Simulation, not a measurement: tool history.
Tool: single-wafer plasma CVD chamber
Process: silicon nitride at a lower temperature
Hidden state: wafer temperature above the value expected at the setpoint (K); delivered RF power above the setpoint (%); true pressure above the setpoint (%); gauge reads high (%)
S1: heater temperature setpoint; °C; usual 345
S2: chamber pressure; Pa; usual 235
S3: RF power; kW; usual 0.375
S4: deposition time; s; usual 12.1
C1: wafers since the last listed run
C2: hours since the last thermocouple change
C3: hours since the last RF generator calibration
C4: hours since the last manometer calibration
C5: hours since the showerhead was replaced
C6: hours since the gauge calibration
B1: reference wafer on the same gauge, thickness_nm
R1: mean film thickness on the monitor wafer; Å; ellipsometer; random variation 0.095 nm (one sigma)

run,hour,S1,S2,S3,S4,C1,C2,C3,C4,C5,C6,B1,R1
1,0.0,345,235,0.400,10.5,0,1530.4,1837.6,2459.0,1566.7,93.0,19.315,157.46
2,101.2,345,235,0.400,10.5,3432,1631.6,1938.8,2560.2,1667.9,194.2,19.350,156.89
3,149.5,345,235,0.375,12.1,1638,1679.9,1987.1,2608.5,1716.2,242.5,19.303,175.51
4,332.4,345,235,0.375,12.1,6204,1862.8,2170.0,2791.4,1899.1,425.4,19.306,174.59
5,391.1,345,235,0.375,12.1,1991,1921.5,2228.7,2850.1,1957.8,484.1,19.306,175.96
6,421.3,345,235,0.375,12.1,1024,1951.7,2258.9,2880.3,1988.0,514.3,19.319,176.78
7,491.5,345,235,0.375,12.1,2381,2021.9,2329.1,2950.5,2058.2,584.5,19.310,174.61
8,525.6,345,235,0.375,12.1,1156,2056.0,2363.2,2984.6,2092.3,618.6,19.279,175.44
# hour 549.5: thermocouple changed; heater temperature recalibrated
9,568.4,345,235,0.375,12.1,1180,18.9,2406.0,3027.4,2135.1,661.4,19.292,174.59
# hour 596.0: capacitance manometer re-zeroed and calibrated
10,623.2,345,235,0.375,12.1,1587,73.7,2460.8,27.2,2189.9,716.2,19.289,176.17
11,685.3,345,235,0.375,12.1,2106,135.8,2522.9,89.3,2252.0,778.3,19.262,174.99
# hour 839.3: RF generator calibrated
12,867.7,345,235,0.375,12.1,5916,318.2,28.4,271.7,2434.4,960.7,19.323,176.13
13,922.4,345,235,0.375,12.1,1855,372.9,83.1,326.4,2489.1,1015.4,19.292,174.41
# hour 949.0: gauge calibrated
14,981.1,345,235,0.325,11.4,1991,431.6,141.8,385.1,2547.8,32.1,19.256,152.73
15,1046.3,339,235,0.375,13.6,2211,496.8,207.0,450.3,2613.0,97.3,19.303,199.06
16,1074.2,345,235,0.375,12.1,946,524.7,234.9,478.2,2640.9,125.2,19.297,175.54
17,1139.5,356,181,0.320,10.4,2215,590.0,300.2,543.5,2706.2,190.5,19.252,127.94
18,1201.6,345,235,0.375,12.1,2106,652.1,362.3,605.6,2768.3,252.6,19.313,175.76
19,1248.2,356,181,0.320,10.4,1580,698.7,408.9,652.2,2814.9,299.2,19.302,128.27
# hour 1281.1: showerhead replaced
20,1281.8,345,289,0.335,12.1,868,732.3,442.5,685.8,0.7,332.8,19.297,169.89
21,1332.6,356,235,0.310,12.1,1723,783.1,493.3,736.6,51.5,383.6,19.267,156.16
22,1359.9,355,219,0.350,13.6,926,810.4,520.6,763.9,78.8,410.9,19.275,186.03
23,1420.5,345,257,0.375,14.1,2055,871.0,581.2,824.5,139.4,471.5,19.343,210.00
24,1486.2,345,235,0.375,12.1,2228,936.7,646.9,890.2,205.1,537.2,19.258,175.64
25,1545.3,338,251,0.330,12.9,2004,995.8,706.0,949.3,264.2,596.3,19.276,173.24
26,1572.8,345,235,0.375,12.1,932,1023.3,733.5,976.8,291.7,623.8,19.309,176.27
27,1635.4,345,180,0.375,14.5,2123,1085.9,796.1,1039.4,354.3,686.4,19.320,199.11
28,1684.6,345,235,0.375,12.1,1669,1135.1,845.3,1088.6,403.5,735.6,19.320,174.92
29,1722.8,345,253,0.375,14.3,1295,1173.3,883.5,1126.8,441.7,773.8,19.262,212.22

4 ways to go on from here, each from the tool as it stands after run 29. What would each give?
A,1723.2,345,235,0.375,14.2,13,1173.7,883.9,1127.2,442.1,774.2,?,?
B,1723.2,345,180,0.375,12.1,13,1173.7,883.9,1127.2,442.1,774.2,?,?
C,1723.2,330,235,0.440,12.1,13,1173.7,883.9,1127.2,442.1,774.2,?,?
D,1723.2,345,193,0.310,11.2,13,1173.7,883.9,1127.2,442.1,774.2,?,?

run,B1,R1
A,19.356,205.82
B,19.356,166.11
C,19.356,193.77
D,19.356,138.51
Without the tool's hidden state the same runs would have given:
run,R1
A,205.82
B,166.11
C,193.77
D,138.51
